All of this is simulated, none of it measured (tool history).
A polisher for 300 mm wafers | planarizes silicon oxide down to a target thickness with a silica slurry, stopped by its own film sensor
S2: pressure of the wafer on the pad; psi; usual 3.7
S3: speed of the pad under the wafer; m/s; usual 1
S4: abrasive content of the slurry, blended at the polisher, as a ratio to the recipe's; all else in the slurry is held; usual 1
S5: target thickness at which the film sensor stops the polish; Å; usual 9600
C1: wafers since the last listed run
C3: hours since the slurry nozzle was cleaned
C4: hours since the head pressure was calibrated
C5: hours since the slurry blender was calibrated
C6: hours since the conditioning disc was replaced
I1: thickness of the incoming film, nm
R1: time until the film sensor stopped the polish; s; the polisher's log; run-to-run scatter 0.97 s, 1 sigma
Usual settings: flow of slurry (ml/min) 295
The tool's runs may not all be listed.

{"run": 1, "hour": 0.0, "flow of slurry (ml/min)": 295, "S2": 3.7, "S3": 1, "S4": 1, "S5": 9010, "C1": 0, "wafers polished on this pad": 1406, "C3": 481.1, "C4": 424.5, "C5": 142.9, "C6": 391.6, "I1": 1218.2, "R1": 120.2}
{"hour": 23.7, "done": "conditioning disc replaced and pad reconditioned"}
{"run": 2, "hour": 45.6, "flow of slurry (ml/min)": 295, "S2": 3.7, "S3": 1, "S4": 1, "S5": 9010, "C1": 406, "wafers polished on this pad": 1812, "C3": 526.7, "C4": 470.1, "C5": 188.5, "C6": 21.9, "I1": 1213.7, "R1": 118.8}
{"run": 3, "hour": 106.3, "flow of slurry (ml/min)": 295, "S2": 3.7, "S3": 1, "S4": 1, "S5": 9010, "C1": 565, "wafers polished on this pad": 2378, "C3": 587.4, "C4": 530.8, "C5": 249.2, "C6": 82.6, "I1": 1250.3, "R1": 140}
{"run": 4, "hour": 165.5, "flow of slurry (ml/min)": 295, "S2": 3.7, "S3": 1, "S4": 1, "S5": 9600, "C1": 551, "wafers polished on this pad": 2929, "C3": 646.6, "C4": 590, "C5": 308.4, "C6": 141.8, "I1": 1236.2, "R1": 112.2}
{"hour": 179.9, "done": "worn pad replaced by a new one"}
{"run": 5, "hour": 211.5, "flow of slurry (ml/min)": 295, "S2": 3.7, "S3": 1.22, "S4": 1, "S5": 9600, "C1": 391, "wafers polished on this pad": 294, "C3": 692.6, "C4": 636, "C5": 354.4, "C6": 187.8, "I1": 1247.4, "R1": 94.2}
{"hour": 226.4, "done": "slurry nozzle cleaned"}
{"hour": 243.0, "done": "slurry blender recalibrated"}
{"run": 6, "hour": 266.6, "flow of slurry (ml/min)": 295, "S2": 3.7, "S3": 1.22, "S4": 1, "S5": 9600, "C1": 485, "wafers polished on this pad": 779, "C3": 40.2, "C4": 691.1, "C5": 23.6, "C6": 242.9, "I1": 1243.9, "R1": 85.3}
{"run": 7, "hour": 328.1, "flow of slurry (ml/min)": 295, "S2": 3.7, "S3": 1.22, "S4": 1, "S5": 9600, "C1": 573, "wafers polished on this pad": 1352, "C3": 101.7, "C4": 752.6, "C5": 85.1, "C6": 304.4, "I1": 1231.6, "R1": 87.4}
{"run": 8, "hour": 372.1, "flow of slurry (ml/min)": 295, "S2": 3.7, "S3": 1, "S4": 1, "S5": 9600, "C1": 409, "wafers polished on this pad": 1762, "C3": 145.7, "C4": 796.6, "C5": 129.1, "C6": 348.4, "I1": 1234.8, "R1": 105.3}
{"run": 9, "hour": 420.2, "flow of slurry (ml/min)": 270, "S2": 3.7, "S3": 1, "S4": 1, "S5": 9600, "C1": 448, "wafers polished on this pad": 2211, "C3": 193.8, "C4": 844.7, "C5": 177.2, "C6": 396.5, "I1": 1219.9, "R1": 100.8}
{"hour": 458.7, "done": "conditioning disc replaced and pad reconditioned"}
{"run": 10, "hour": 486.1, "flow of slurry (ml/min)": 270, "S2": 3.7, "S3": 1, "S4": 1, "S5": 9600, "C1": 595, "wafers polished on this pad": 2806, "C3": 259.7, "C4": 910.6, "C5": 243.1, "C6": 27.4, "I1": 1219.8, "R1": 104.8}
{"run": 11, "hour": 524.7, "flow of slurry (ml/min)": 295, "S2": 3.3, "S3": 1.14, "S4": 0.7, "S5": 10370, "C1": 359, "wafers polished on this pad": 3166, "C3": 298.3, "C4": 949.2, "C5": 281.7, "C6": 66, "I1": 1227.9, "R1": 90.2}
{"hour": 535.1, "done": "worn pad replaced by a new one"}
{"run": 12, "hour": 575.8, "flow of slurry (ml/min)": 295, "S2": 3.7, "S3": 0.72, "S4": 1.1, "S5": 9600, "C1": 438, "wafers polished on this pad": 379, "C3": 349.4, "C4": 1000.3, "C5": 332.8, "C6": 117.1, "I1": 1254.2, "R1": 140}
{"hour": 592.4, "done": "head pressure recalibrated"}
{"hour": 626.8, "done": "slurry blender recalibrated"}
{"run": 13, "hour": 637.3, "flow of slurry (ml/min)": 360, "S2": 3.7, "S3": 0.7, "S4": 1, "S5": 8870, "C1": 535, "wafers polished on this pad": 914, "C3": 410.9, "C4": 44.9, "C5": 10.5, "C6": 178.6, "I1": 1223.1, "R1": 156}
{"run": 14, "hour": 674.6, "flow of slurry (ml/min)": 295, "S2": 3.2, "S3": 1, "S4": 1, "S5": 9600, "C1": 347, "wafers polished on this pad": 1262, "C3": 448.2, "C4": 82.2, "C5": 47.8, "C6": 215.9, "I1": 1223.9, "R1": 112.1}
{"run": 15, "hour": 727.0, "flow of slurry (ml/min)": 295, "S2": 4.7, "S3": 1, "S4": 1, "S5": 9600, "C1": 488, "wafers polished on this pad": 1750, "C3": 500.6, "C4": 134.6, "C5": 100.2, "C6": 268.3, "I1": 1217.8, "R1": 75.6}
{"run": 16, "hour": 757.3, "flow of slurry (ml/min)": 255, "S2": 3.3, "S3": 1.36, "S4": 1, "S5": 9320, "C1": 282, "wafers polished on this pad": 2032, "C3": 530.9, "C4": 164.9, "C5": 130.5, "C6": 298.6, "I1": 1225.9, "R1": 98.7}
{"run": 17, "hour": 797.9, "flow of slurry (ml/min)": 295, "S2": 4.6, "S3": 1.28, "S4": 1.15, "S5": 10380, "C1": 378, "wafers polished on this pad": 2411, "C3": 571.5, "C4": 205.5, "C5": 171.1, "C6": 339.2, "I1": 1229.6, "R1": 46.4}
{"run": 18, "hour": 851.1, "flow of slurry (ml/min)": 395, "S2": 3.7, "S3": 1.28, "S4": 1, "S5": 9600, "C1": 495, "wafers polished on this pad": 2906, "C3": 624.7, "C4": 258.7, "C5": 224.3, "C6": 392.4, "I1": 1216.9, "R1": 84.1}
{"hour": 870.8, "done": "worn pad replaced by a new one"}
{"run": 19, "hour": 877.2, "flow of slurry (ml/min)": 295, "S2": 3.7, "S3": 1, "S4": 1, "S5": 9600, "C1": 205, "wafers polished on this pad": 59, "C3": 650.8, "C4": 284.8, "C5": 250.4, "C6": 418.5, "I1": 1237.4, "R1": 103.2}
{"hour": 900.7, "done": "slurry nozzle cleaned"}
{"run": 20, "hour": 931.6, "flow of slurry (ml/min)": 295, "S2": 3.7, "S3": 1, "S4": 1, "S5": 10270, "C1": 497, "wafers polished on this pad": 557, "C3": 30.9, "C4": 339.2, "C5": 304.8, "C6": 472.9, "I1": 1235.4, "R1": 79.5}
{"hour": 937.0, "done": "conditioning disc replaced and pad reconditioned"}
{"run": 21, "hour": 982.9, "flow of slurry (ml/min)": 270, "S2": 3.7, "S3": 1, "S4": 1, "S5": 9600, "C1": 459, "wafers polished on this pad": 1016, "C3": 82.2, "C4": 390.5, "C5": 356.1, "C6": 45.9, "I1": 1214.1, "R1": 99.2}
{"run": 22, "hour": 1026.8, "flow of slurry (ml/min)": 295, "S2": 3.7, "S3": 0.82, "S4": 1, "S5": 9600, "C1": 409, "wafers polished on this pad": 1425, "C3": 126.1, "C4": 434.4, "C5": 400, "C6": 89.8, "I1": 1241.3, "R1": 127.9}
{"run": 23, "hour": 1084.8, "flow of slurry (ml/min)": 295, "S2": 3, "S3": 0.86, "S4": 1, "S5": 9300, "C1": 540, "wafers polished on this pad": 1966, "C3": 184.1, "C4": 492.4, "C5": 458, "C6": 147.8, "I1": 1232.2, "R1": 168.3}
{"hour": 1100.4, "done": "slurry blender recalibrated"}
{"run": 24, "hour": 1132.9, "flow of slurry (ml/min)": 295, "S2": 3.7, "S3": 0.7, "S4": 1.2, "S5": 9600, "C1": 429, "wafers polished on this pad": 2395, "C3": 232.2, "C4": 540.5, "C5": 32.5, "C6": 195.9, "I1": 1227.4, "R1": 123.2}
{"hour": 1181.4, "done": "worn pad replaced by a new one"}
{"run": 25, "hour": 1265.0, "flow of slurry (ml/min)": 295, "S2": 3.7, "S3": 1, "S4": 1, "S5": 9600, "C1": 1193, "wafers polished on this pad": 779, "C3": 364.3, "C4": 672.6, "C5": 164.6, "C6": 328, "I1": 1227, "R1": 98.7}
{"run": 26, "hour": 1297.2, "flow of slurry (ml/min)": 295, "S2": 3.7, "S3": 1.2, "S4": 1, "S5": 9600, "C1": 300, "wafers polished on this pad": 1079, "C3": 396.5, "C4": 704.8, "C5": 196.8, "C6": 360.2, "I1": 1227.4, "R1": 87.7}

3 ways to go on from here, each from the tool as it stands after run 26. What would each give?
{"run": "A", "hour": 1297.6, "flow of slurry (ml/min)": 295, "S2": 4.3, "S3": 1, "S4": 1, "S5": 9600, "C1": 3, "wafers polished on this pad": 1082, "C3": 396.9, "C4": 705.2, "C5": 197.2, "C6": 360.6, "I1": 1245, "R1": "?"}
{"run": "B", "hour": 1297.6, "flow of slurry (ml/min)": 295, "S2": 3.7, "S3": 1, "S4": 1.1, "S5": 9600, "C1": 3, "wafers polished on this pad": 1082, "C3": 396.9, "C4": 705.2, "C5": 197.2, "C6": 360.6, "I1": 1245, "R1": "?"}
{"run": "C", "hour": 1297.6, "flow of slurry (ml/min)": 210, "S2": 3.7, "S3": 0.82, "S4": 1, "S5": 10290, "C1": 3, "wafers polished on this pad": 1082, "C3": 396.9, "C4": 705.2, "C5": 197.2, "C6": 360.6, "I1": 1245, "R1": "?"}

run=A R1=92.6
run=B R1=104
run=C R1=98.5
Without the tool's unlogged condition, the same runs would have read:
run=A R1=83.4
run=B R1=94
run=C R1=88.8
